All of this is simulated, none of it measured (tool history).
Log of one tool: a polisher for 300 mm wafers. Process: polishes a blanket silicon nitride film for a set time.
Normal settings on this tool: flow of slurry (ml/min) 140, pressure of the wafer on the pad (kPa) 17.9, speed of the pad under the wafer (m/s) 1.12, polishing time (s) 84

run	hour	flow of slurry (ml/min)	pressure of the wafer on the pad (kPa)	speed of the pad under the wafer (m/s)	polishing time (s)	incoming thickness of the incoming film, nm	film removed (angstrom)
1	0	140	17.9	1.12	84	751.9	1011
2	26	140	17.9	1.12	84	760.6	991
3	45.6	140	17.9	1.12	84	757.3	975
# hour 66.4: head pressure recalibrated
4	75.8	140	22.1	1.12	107	736.1	1483
5	93.5	140	20	1.12	105	753.3	1272
6	112.5	175	17.9	1.12	84	748.4	948
# hour 119: worn pad replaced by a new one
7	126.3	175	17.9	1.12	84	757.1	1069
8	162.9	140	20.7	1.12	84	758.1	1139
9	184.8	140	20.7	1.12	84	756.4	1109
10	213.4	140	20.7	1.12	84	740.7	1092
11	225.9	140	17.9	1.12	84	752	937
12	256.3	140	17.9	1.12	84	749.2	904
# hour 274.5: worn pad replaced by a new one
13	275	140	17.9	1.12	84	741.4	1010
14	305.7	140	17.9	0.84	84	746.4	775
15	319.1	140	17.9	0.84	84	739.5	781
16	338.7	140	17.9	0.84	84	757.8	770
17	360.1	190	17.9	0.86	97	738.8	936
18	388.5	185	17.9	1.34	94	737.5	1252
19	407	100	15.9	1.32	94	737.1	933
# hour 409.4: head pressure recalibrated
# hour 432.1: worn pad replaced by a new one
20	432.6	140	20	0.86	84	745.4	894
21	460.4	115	17.9	1.12	63	752.3	696
22	480.2	140	19.3	0.88	75	746.9	746
23	493.5	140	17.9	0.84	84	754.5	740
# hour 515.4: slurry nozzle cleaned
# hour 579.5: worn pad replaced by a new one
24	591.2	140	17.9	1.48	65	749.4	993
25	612.2	120	17.9	1.12	107	737.3	1266
26	641.7	140	17.9	1.12	84	746.6	1007
27	660.9	140	17.9	1.12	84	749.1	977
28	679.9	115	24.1	1.12	84	740.7	1240
29	693.9	140	17.9	1.12	84	748.6	965
# hour 715.7: head pressure recalibrated
30	727.8	140	13.1	1.12	105	745.7	839
# hour 732: worn pad replaced by a new one
31	761.1	185	17.9	0.92	71	762.7	756
32	776.6	115	17.9	1.12	63	757.6	705

How would selected steps in film removed (angstrom) from run to run divide? Give the signed amount a tool lacking its hidden state would still show from settings, what came in and random variation, and the signed amount left for the hidden state, including any gauge scatter that is not in both of the compared results.
Unlogged tool condition in this case: removal rate lost through wear of the pad, %; slurry flow missing at the pad, %; deviation of the head's pressure from its setpoint, %.
Run 3 -> 4: pressure of the wafer on the pad (kPa) 17.9 -> 22.1, polishing time (s) 84 -> 107, head pressure recalibrated. film removed (angstrom) +508: hidden state -91, all else +599.
Run 5 -> 6: flow of slurry (ml/min) 140 -> 175, pressure of the wafer on the pad (kPa) 20 -> 17.9, polishing time (s) 105 -> 84. film removed (angstrom) -324: hidden state +32, all else -356.
Run 6 -> 7: worn pad replaced by a new one. film removed (angstrom) +121: hidden state +104, all else +17.
Run 12 -> 13: worn pad replaced by a new one. film removed (angstrom) +106: hidden state +102, all else +4.
Run 18 -> 19: flow of slurry (ml/min) 185 -> 100, pressure of the wafer on the pad (kPa) 17.9 -> 15.9, speed of the pad under the wafer (m/s) 1.34 -> 1.32. film removed (angstrom) -319: hidden state -12, all else -307.
Run 19 -> 20: flow of slurry (ml/min) 100 -> 140, pressure of the wafer on the pad (kPa) 15.9 -> 20, speed of the pad under the wafer (m/s) 1.32 -> 0.86, polishing time (s) 94 -> 84, head pressure recalibrated, worn pad replaced by a new one. film removed (angstrom) -39: hidden state +127, all else -166.
